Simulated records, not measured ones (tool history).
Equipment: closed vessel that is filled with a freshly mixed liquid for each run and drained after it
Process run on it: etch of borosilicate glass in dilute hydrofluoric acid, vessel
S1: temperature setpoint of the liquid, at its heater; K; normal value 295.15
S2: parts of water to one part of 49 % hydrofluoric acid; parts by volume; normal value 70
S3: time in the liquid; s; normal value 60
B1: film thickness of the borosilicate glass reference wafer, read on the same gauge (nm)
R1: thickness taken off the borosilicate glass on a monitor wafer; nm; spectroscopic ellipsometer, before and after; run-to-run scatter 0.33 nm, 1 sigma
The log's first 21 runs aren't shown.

Run 22, hour 1125: usual settings; B1 100.16. Result: R1 33.2 nm.
Run 23, hour 1163.9: usual settings but S2 95 parts by volume, S3 90 s; B1 100.13. Result: R1 35.44 nm.
Run 24, hour 1201.4: usual settings but S1 299.65 K, S3 30 s; B1 100.09. Result: R1 20.1 nm.
Run 25, hour 1250.2: usual settings but S2 45 parts by volume, S3 35 s; B1 100.1. Result: R1 30.84 nm.
Run 26, hour 1284.3: usual settings but S3 50 s; B1 100.06. Result: R1 27.89 nm.
Run 27, hour 1344: usual settings but S1 297.15 K, S2 45 parts by volume, S3 95 s; B1 99.98. Result: R1 90.8 nm.
Run 28, hour 1376: usual settings but S3 75 s; B1 99.94. Result: R1 41.29 nm.
Run 29, hour 1404.5: usual settings; B1 99.9. Result: R1 33.41 nm.
Run 30, hour 1472.9: usual settings but S1 299.15 K, S3 50 s; B1 99.78. Result: R1 32.72 nm.
Run 31, hour 1519.3: usual settings but S2 50 parts by volume, S3 35 s; B1 99.7. Result: R1 27.39 nm.
Run 32, hour 1570.2: usual settings; B1 99.6. Result: R1 32.6 nm.
Run 33, hour 1600.4: usual settings but S3 95 s; B1 99.51. Result: R1 51.68 nm.

Below are 4 alternative next runs, each starting from the tool's condition after run 33. Predict each:
Run A, hour 1601.1: usual settings but S2 35 parts by volume; B1 ?. Result: R1 ?.
Run B, hour 1601.1: usual settings but S1 292.15 K, S2 90 parts by volume, S3 40 s; B1 ?. Result: R1 ?.
Run C, hour 1601.1: usual settings but S1 292.65 K, S2 85 parts by volume, S3 90 s; B1 ?. Result: R1 ?.
Run D, hour 1601.1: usual settings but S2 85 parts by volume; B1 ?. Result: R1 ?.

run     B1     R1
  A  99.51  69.69
  B  99.51  14.92
  C  99.51  36.49
  D  99.51  26.97
What these runs would have given with no unlogged condition in the tool:
run     R1
  A  70.03
  B  14.99
  C  36.67
  D   27.1
